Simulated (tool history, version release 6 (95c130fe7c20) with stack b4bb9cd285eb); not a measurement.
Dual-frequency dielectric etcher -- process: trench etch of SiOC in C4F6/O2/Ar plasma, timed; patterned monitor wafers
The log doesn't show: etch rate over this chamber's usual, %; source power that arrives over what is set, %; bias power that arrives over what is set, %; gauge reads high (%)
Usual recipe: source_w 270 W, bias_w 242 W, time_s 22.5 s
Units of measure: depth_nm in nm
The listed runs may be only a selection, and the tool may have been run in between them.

run	hour	source_w	bias_w	time_s	wafers since the last listed run	hours since the last wet clean	hours since the last source power generator calibration	hours since the last bias power generator calibration	hours since the last upper electrode change	hours since the gauge calibration	read-back reference wafer on the same gauge, depth_nm	depth_nm
1	0.0	270	242	21.0	0	53.4	4133.7	3472.3	2888.6	394.8	57.99	44.93
2	96.8	270	242	21.0	1519	150.2	4230.5	3569.1	2985.4	491.6	57.99	44.75
3	201.2	270	242	22.5	1638	254.6	4334.9	3673.5	3089.8	596.0	57.97	47.69
4	240.7	270	242	22.5	619	294.1	4374.4	3713.0	3129.3	635.5	58.00	47.47
# hour 296.7: wet clean of the chamber
5	297.2	270	242	22.5	510	0.5	4430.9	3769.5	3185.8	692.0	58.00	48.06
6	355.6	270	242	22.5	916	58.9	4489.3	3827.9	3244.2	750.4	58.01	47.90
# hour 366.0: gauge calibrated
7	427.9	270	242	22.5	1134	131.2	4561.6	3900.2	3316.5	61.9	57.98	47.72
8	485.4	230	242	22.5	902	188.7	4619.1	3957.7	3374.0	119.4	58.03	43.20
9	576.8	250	242	22.5	1434	280.1	4710.5	4049.1	3465.4	210.8	57.97	45.34
# hour 633.8: wet clean of the chamber
10	646.3	270	285	25.0	714	12.5	4780.0	4118.6	3534.9	280.3	57.99	56.71
# hour 661.1: source power generator calibrated
11	688.1	240	222	22.5	593	54.3	27.0	4160.4	3576.7	322.1	58.01	44.94
# hour 737.3: upper electrode replaced
12	761.6	270	289	22.5	776	127.8	100.5	4233.9	24.3	395.6	58.00	52.64
# hour 789.0: bias power generator calibrated
13	841.6	320	242	22.5	1192	207.8	180.5	52.6	104.3	475.6	57.99	53.93
14	929.4	270	242	22.5	1378	295.6	268.3	140.4	192.1	563.4	57.97	48.94
15	982.0	270	270	17.0	825	348.2	320.9	193.0	244.7	616.0	57.98	38.19
# hour 1012.7: wet clean of the chamber
16	1049.5	270	242	22.5	682	36.8	388.4	260.5	312.2	683.5	57.97	49.10
17	1116.4	270	242	22.5	1050	103.7	455.3	327.4	379.1	750.4	58.01	48.87

Each row is a separate what-if for the run after 17, all from the same tool condition, not one after another. Results?
A	1116.8	270	242	22.5	6	104.1	455.7	327.8	379.5	750.8	?	?
B	1116.8	330	242	17.5	6	104.1	455.7	327.8	379.5	750.8	?	?
C	1116.8	340	273	18.5	6	104.1	455.7	327.8	379.5	750.8	?	?
D	1116.8	270	183	26.0	6	104.1	455.7	327.8	379.5	750.8	?	?

run	read-back reference wafer on the same gauge, depth_nm	depth_nm
A	58.01	48.97
B	58.01	42.46
C	58.01	47.49
D	58.01	51.55
The same runs, with their run-to-run variation unchanged, on a tool lacking any hidden condition would have given:
run	depth_nm
A	49.65
B	43.06
C	48.16
D	52.28

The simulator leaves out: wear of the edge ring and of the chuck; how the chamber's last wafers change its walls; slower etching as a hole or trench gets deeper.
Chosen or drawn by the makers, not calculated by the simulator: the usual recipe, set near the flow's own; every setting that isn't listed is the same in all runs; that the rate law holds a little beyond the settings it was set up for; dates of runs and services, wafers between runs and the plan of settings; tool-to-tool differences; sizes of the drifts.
